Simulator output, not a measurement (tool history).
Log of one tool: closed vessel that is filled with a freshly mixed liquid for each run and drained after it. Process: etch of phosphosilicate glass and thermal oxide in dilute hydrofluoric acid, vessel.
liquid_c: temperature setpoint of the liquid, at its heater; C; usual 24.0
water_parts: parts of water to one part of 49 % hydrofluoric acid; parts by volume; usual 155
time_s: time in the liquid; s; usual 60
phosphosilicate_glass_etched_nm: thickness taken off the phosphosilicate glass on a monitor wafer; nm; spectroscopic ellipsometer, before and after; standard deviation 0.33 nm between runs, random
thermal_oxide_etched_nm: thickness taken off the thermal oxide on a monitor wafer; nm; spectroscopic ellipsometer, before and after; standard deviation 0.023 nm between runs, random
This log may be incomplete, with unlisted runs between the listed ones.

run	hour	liquid_c	water_parts	time_s	read-back film thickness of the phosphosilicate glass reference wafer, read on the same gauge (nm)	read-back film thickness of the thermal oxide reference wafer, read on the same gauge (nm)	phosphosilicate_glass_etched_nm	thermal_oxide_etched_nm
1	0.0	24.0	155	60	50.00	79.988	64.11	1.857
2	18.4	28.0	155	60	49.99	79.999	73.63	2.240
3	34.1	28.0	155	60	49.95	80.037	73.78	2.212
# hour 47.9: gauge calibrated
4	48.9	28.0	155	60	50.01	79.990	74.70	2.192
5	75.4	24.0	155	60	50.01	80.013	63.35	1.900
6	100.8	24.0	155	60	49.98	79.989	64.40	1.909
7	124.0	24.0	155	85	50.00	79.973	91.46	2.706
8	148.2	24.0	155	85	49.99	79.981	91.80	2.711
9	177.0	24.0	155	85	50.02	79.984	91.10	2.708
10	210.7	28.0	155	60	50.01	79.995	75.34	2.232
11	224.9	28.0	155	60	49.98	80.016	75.50	2.219
12	245.6	24.0	95	35	50.00	79.976	65.92	1.956
# hour 288.2: hydrofluoric acid flow meter replaced
# hour 302.8: thermometer replaced
13	308.7	21.5	185	35	50.00	79.994	24.48	0.728
# hour 312.6: gauge calibrated
14	331.9	22.0	225	90	50.00	79.983	50.79	1.493

Forecast run 15:
15	347.9	19.0	205	60	?	?	?	?

{"run 15": {"read-back film thickness of the phosphosilicate glass reference wafer, read on the same gauge (nm)": 49.98, "read-back film thickness of the thermal oxide reference wafer, read on the same gauge (nm)": 80.01, "phosphosilicate_glass_etched_nm": 34.03, "thermal_oxide_etched_nm": 1.005}}
With the hidden condition absent and the run-to-run variation left alone, this run would have shown phosphosilicate_glass_etched_nm 33.56 nm, thermal_oxide_etched_nm 0.992 nm.
